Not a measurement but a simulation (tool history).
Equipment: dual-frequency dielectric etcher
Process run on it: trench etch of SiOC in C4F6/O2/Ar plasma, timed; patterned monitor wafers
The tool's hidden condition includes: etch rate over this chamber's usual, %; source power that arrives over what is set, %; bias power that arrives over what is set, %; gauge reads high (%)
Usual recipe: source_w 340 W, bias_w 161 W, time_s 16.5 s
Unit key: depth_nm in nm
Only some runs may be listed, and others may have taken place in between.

run,day,source_w,bias_w,time_s,wafers since the last listed run,hours since the last wet clean,hours since the last source power generator calibration,hours since the last bias power generator calibration,hours since the last upper electrode change,hours since the gauge calibration,"read-back reference wafer on the same gauge, depth_nm",depth_nm
1,0,340,181,16.5,0,230,2555.6,1788.4,4896.1,207.5,33.79,33.9
2,0.412,340,161,13.5,163,239.9,2565.5,1798.3,4906,217.4,33.77,26.16
3,0.846,340,161,13.5,171,250.3,2575.9,1808.7,4916.4,227.8,33.8,26.06
4,1.446,340,134,16.5,237,264.7,2590.3,1823.1,4930.8,242.2,33.81,29.08
5,2.05,340,161,16.5,239,279.2,2604.8,1837.6,4945.3,256.7,33.82,32.08
6,2.725,340,143,16.5,267,295.4,2621,1853.8,4961.5,272.9,33.81,30.16
7,3.233,340,143,16.5,201,307.6,2633.2,1866,4973.7,285.1,33.8,30.14
8,3.808,340,143,16.5,227,321.4,2647,1879.8,4987.5,298.9,33.79,30.12
9,4.3,340,161,16.5,194,333.2,2658.8,1891.6,4999.3,310.7,33.8,31.93
10,4.846,340,161,16.5,216,346.3,2671.9,1904.7,5012.4,323.8,33.79,31.89
# day 6.054: gauge calibrated
# day 6.388: wet clean of the chamber
11,6.408,340,161,16.5,222,0.5,2709.4,1942.2,5049.9,8.5,33.8,31.98
12,6.421,340,161,14,4,0.8,2709.7,1942.5,5050.2,8.8,33.78,27.19
13,6.483,340,161,14,24,2.3,2711.2,1944,5051.7,10.3,33.81,27.14
# day 8.162: upper electrode replaced
14,8.183,390,161,20.5,277,43.1,2752,1984.8,0.5,51.1,33.8,41.78
15,8.196,390,161,20.5,4,43.4,2752.3,1985.1,0.8,51.4,33.8,41.85
16,8.296,410,128,19,39,45.8,2754.7,1987.5,3.2,53.8,33.78,35.02
17,8.604,340,161,16.5,122,53.2,2762.1,1994.9,10.6,61.2,33.8,32.04
18,8.896,260,126,13.5,115,60.2,2769.1,2001.9,17.6,68.2,33.8,21.08
# day 9.125: bias power generator calibrated
19,9.242,380,161,16.5,70,68.5,2777.4,2.8,25.9,76.5,33.8,33.39
20,9.804,340,161,16.5,222,82,2790.9,16.3,39.4,90,33.82,32.13
21,10.4,360,161,19,235,96.3,2805.2,30.6,53.7,104.3,33.8,37.63
# day 10.621: source power generator calibrated
22,10.888,340,161,16.5,127,108,6.4,42.3,65.4,116,33.8,31.82
23,11.417,270,171,13.5,209,120.7,19.1,55,78.1,128.7,33.82,25.12
24,11.817,340,161,16.5,158,130.3,28.7,64.6,87.7,138.3,33.8,32.01

Run 25 comes next. What will it give?
25,12.154,340,181,16.5,133,138.4,36.8,72.7,95.8,146.4,?,?

{"run 25": {"read-back reference wafer on the same gauge, depth_nm": 33.8, "depth_nm": 34}}
If the tool had no hidden condition, the same run with the same run-to-run variation would have returned depth_nm 34 nm.
